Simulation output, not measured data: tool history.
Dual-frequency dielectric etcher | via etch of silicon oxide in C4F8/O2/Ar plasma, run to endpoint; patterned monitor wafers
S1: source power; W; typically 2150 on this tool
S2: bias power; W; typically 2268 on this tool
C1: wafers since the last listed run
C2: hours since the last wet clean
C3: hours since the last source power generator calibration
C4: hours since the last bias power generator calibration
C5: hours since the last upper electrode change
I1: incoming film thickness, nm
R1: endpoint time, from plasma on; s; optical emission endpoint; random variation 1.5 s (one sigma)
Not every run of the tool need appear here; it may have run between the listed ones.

{"run": 1, "hour": 0.0, "S1": 2150, "S2": 2268, "C1": 0, "C2": 207.7, "C3": 2108.7, "C4": 2376.7, "C5": 3421.6, "I1": 1311.2, "R1": 251.4}
{"run": 2, "hour": 35.0, "S1": 2150, "S2": 2268, "C1": 110, "C2": 242.7, "C3": 2143.7, "C4": 2411.7, "C5": 3456.6, "I1": 1332.2, "R1": 254.9}
{"run": 3, "hour": 62.0, "S1": 2150, "S2": 2268, "C1": 85, "C2": 269.7, "C3": 2170.7, "C4": 2438.7, "C5": 3483.6, "I1": 1333.3, "R1": 257.2}
{"run": 4, "hour": 88.6, "S1": 2150, "S2": 2268, "C1": 83, "C2": 296.3, "C3": 2197.3, "C4": 2465.3, "C5": 3510.2, "I1": 1313.5, "R1": 251.8}
{"run": 5, "hour": 117.6, "S1": 2150, "S2": 2268, "C1": 91, "C2": 325.3, "C3": 2226.3, "C4": 2494.3, "C5": 3539.2, "I1": 1316.9, "R1": 254.0}
{"run": 6, "hour": 145.2, "S1": 2150, "S2": 2268, "C1": 87, "C2": 352.9, "C3": 2253.9, "C4": 2521.9, "C5": 3566.8, "I1": 1321.0, "R1": 256.4}
{"run": 7, "hour": 177.2, "S1": 2150, "S2": 2268, "C1": 100, "C2": 384.9, "C3": 2285.9, "C4": 2553.9, "C5": 3598.8, "I1": 1327.4, "R1": 256.8}
{"run": 8, "hour": 200.1, "S1": 2290, "S2": 2268, "C1": 72, "C2": 407.8, "C3": 2308.8, "C4": 2576.8, "C5": 3621.7, "I1": 1321.4, "R1": 248.7}
{"run": 9, "hour": 227.3, "S1": 2290, "S2": 2268, "C1": 85, "C2": 435.0, "C3": 2336.0, "C4": 2604.0, "C5": 3648.9, "I1": 1329.6, "R1": 251.6}
{"run": 10, "hour": 252.5, "S1": 2290, "S2": 2268, "C1": 79, "C2": 460.2, "C3": 2361.2, "C4": 2629.2, "C5": 3674.1, "I1": 1312.1, "R1": 252.2}
{"hour": 296.5, "done": "wet clean of the chamber"}
{"run": 11, "hour": 297.0, "S1": 2150, "S2": 2268, "C1": 64, "C2": 0.5, "C3": 2405.7, "C4": 2673.7, "C5": 3718.6, "I1": 1317.1, "R1": 243.8}
{"run": 12, "hour": 316.0, "S1": 2150, "S2": 2268, "C1": 59, "C2": 19.5, "C3": 2424.7, "C4": 2692.7, "C5": 3737.6, "I1": 1313.9, "R1": 242.4}
{"run": 13, "hour": 334.6, "S1": 2150, "S2": 2268, "C1": 58, "C2": 38.1, "C3": 2443.3, "C4": 2711.3, "C5": 3756.2, "I1": 1330.9, "R1": 246.7}
{"run": 14, "hour": 373.2, "S1": 2510, "S2": 2510, "C1": 121, "C2": 76.7, "C3": 2481.9, "C4": 2749.9, "C5": 3794.8, "I1": 1332.4, "R1": 224.4}
{"run": 15, "hour": 404.2, "S1": 2510, "S2": 2510, "C1": 97, "C2": 107.7, "C3": 2512.9, "C4": 2780.9, "C5": 3825.8, "I1": 1322.9, "R1": 221.6}
{"run": 16, "hour": 428.6, "S1": 2510, "S2": 2510, "C1": 77, "C2": 132.1, "C3": 2537.3, "C4": 2805.3, "C5": 3850.2, "I1": 1328.2, "R1": 224.7}
{"run": 17, "hour": 463.7, "S1": 2150, "S2": 2437, "C1": 110, "C2": 167.2, "C3": 2572.4, "C4": 2840.4, "C5": 3885.3, "I1": 1329.8, "R1": 241.9}
{"run": 18, "hour": 479.7, "S1": 2150, "S2": 1891, "C1": 50, "C2": 183.2, "C3": 2588.4, "C4": 2856.4, "C5": 3901.3, "I1": 1325.1, "R1": 267.7}
{"run": 19, "hour": 498.6, "S1": 1680, "S2": 2533, "C1": 59, "C2": 202.1, "C3": 2607.3, "C4": 2875.3, "C5": 3920.2, "I1": 1316.6, "R1": 274.0}
{"run": 20, "hour": 512.6, "S1": 2150, "S2": 2268, "C1": 44, "C2": 216.1, "C3": 2621.3, "C4": 2889.3, "C5": 3934.2, "I1": 1325.9, "R1": 253.2}
{"run": 21, "hour": 546.9, "S1": 2470, "S2": 2800, "C1": 108, "C2": 250.4, "C3": 2655.6, "C4": 2923.6, "C5": 3968.5, "I1": 1328.8, "R1": 219.4}
{"hour": 562.0, "done": "source power generator calibrated"}
{"run": 22, "hour": 564.2, "S1": 2150, "S2": 2437, "C1": 41, "C2": 267.7, "C3": 2.2, "C4": 2940.9, "C5": 3985.8, "I1": 1315.7, "R1": 243.5}
{"run": 23, "hour": 581.1, "S1": 2150, "S2": 2268, "C1": 53, "C2": 284.6, "C3": 19.1, "C4": 2957.8, "C5": 4002.7, "I1": 1335.1, "R1": 250.5}
{"hour": 611.8, "done": "upper electrode replaced"}
{"run": 24, "hour": 613.3, "S1": 2150, "S2": 2268, "C1": 25, "C2": 316.8, "C3": 51.3, "C4": 2990.0, "C5": 1.5, "I1": 1325.1, "R1": 254.9}
{"run": 25, "hour": 643.4, "S1": 2150, "S2": 2268, "C1": 94, "C2": 346.9, "C3": 81.4, "C4": 3020.1, "C5": 31.6, "I1": 1321.2, "R1": 253.2}
{"run": 26, "hour": 668.3, "S1": 1690, "S2": 2674, "C1": 78, "C2": 371.8, "C3": 106.3, "C4": 3045.0, "C5": 56.5, "I1": 1310.8, "R1": 269.6}
{"run": 27, "hour": 699.7, "S1": 2450, "S2": 2268, "C1": 99, "C2": 403.2, "C3": 137.7, "C4": 3076.4, "C5": 87.9, "I1": 1324.6, "R1": 238.7}
{"run": 28, "hour": 716.9, "S1": 2150, "S2": 2268, "C1": 54, "C2": 420.4, "C3": 154.9, "C4": 3093.6, "C5": 105.1, "I1": 1322.3, "R1": 255.5}
{"run": 29, "hour": 735.3, "S1": 1970, "S2": 1984, "C1": 58, "C2": 438.8, "C3": 173.3, "C4": 3112.0, "C5": 123.5, "I1": 1309.5, "R1": 277.0}
{"hour": 743.3, "done": "bias power generator calibrated"}
{"run": 30, "hour": 758.7, "S1": 2600, "S2": 2663, "C1": 61, "C2": 462.2, "C3": 196.7, "C4": 15.4, "C5": 146.9, "I1": 1314.6, "R1": 218.9}
{"run": 31, "hour": 772.5, "S1": 2150, "S2": 2676, "C1": 43, "C2": 476.0, "C3": 210.5, "C4": 29.2, "C5": 160.7, "I1": 1319.5, "R1": 239.9}
{"run": 32, "hour": 858.6, "S1": 2500, "S2": 2420, "C1": 271, "C2": 562.1, "C3": 296.6, "C4": 115.3, "C5": 246.8, "I1": 1335.1, "R1": 236.5}
{"run": 33, "hour": 878.6, "S1": 1700, "S2": 2268, "C1": 63, "C2": 582.1, "C3": 316.6, "C4": 135.3, "C5": 266.8, "I1": 1325.7, "R1": 290.8}
{"run": 34, "hour": 898.9, "S1": 2010, "S2": 2268, "C1": 64, "C2": 602.4, "C3": 336.9, "C4": 155.6, "C5": 287.1, "I1": 1312.6, "R1": 269.0}
{"hour": 926.4, "done": "wet clean of the chamber"}
{"run": 35, "hour": 926.9, "S1": 1630, "S2": 1806, "C1": 12, "C2": 0.5, "C3": 364.9, "C4": 183.6, "C5": 315.1, "I1": 1325.0, "R1": 312.2}
{"run": 36, "hour": 950.2, "S1": 2010, "S2": 2465, "C1": 73, "C2": 23.8, "C3": 388.2, "C4": 206.9, "C5": 338.4, "I1": 1320.2, "R1": 248.0}

What differs in the tool's unlogged condition from the final listed run ahead of each entry between runs to the first listed run following it?
From run 10 to run 11: wet clean of the chamber (hour 296.5)
  etch rate over this chamber's usual, %: -4.97 -> 0.00508
  measured minus no-state result, R1: +12.5 -> +0.0 s
From run 21 to run 22: source power generator calibrated (hour 562.0)
  etch rate over this chamber's usual, %: -2.22 -> -2.37
  measured minus no-state result, R1: +4.9 -> +5.8 s
From run 23 to run 24: upper electrode replaced (hour 611.8)
  etch rate over this chamber's usual, %: -2.52 -> -2.81
  measured minus no-state result, R1: +6.3 -> +7.2 s
From run 29 to run 30: bias power generator calibrated (hour 743.3)
  etch rate over this chamber's usual, %: -3.89 -> -4.1
  measured minus no-state result, R1: +10.8 -> +9.0 s
From run 34 to run 35: wet clean of the chamber (hour 926.4)
  etch rate over this chamber's usual, %: -5.35 -> -0.00755
  measured minus no-state result, R1: +14.4 -> +0.1 s
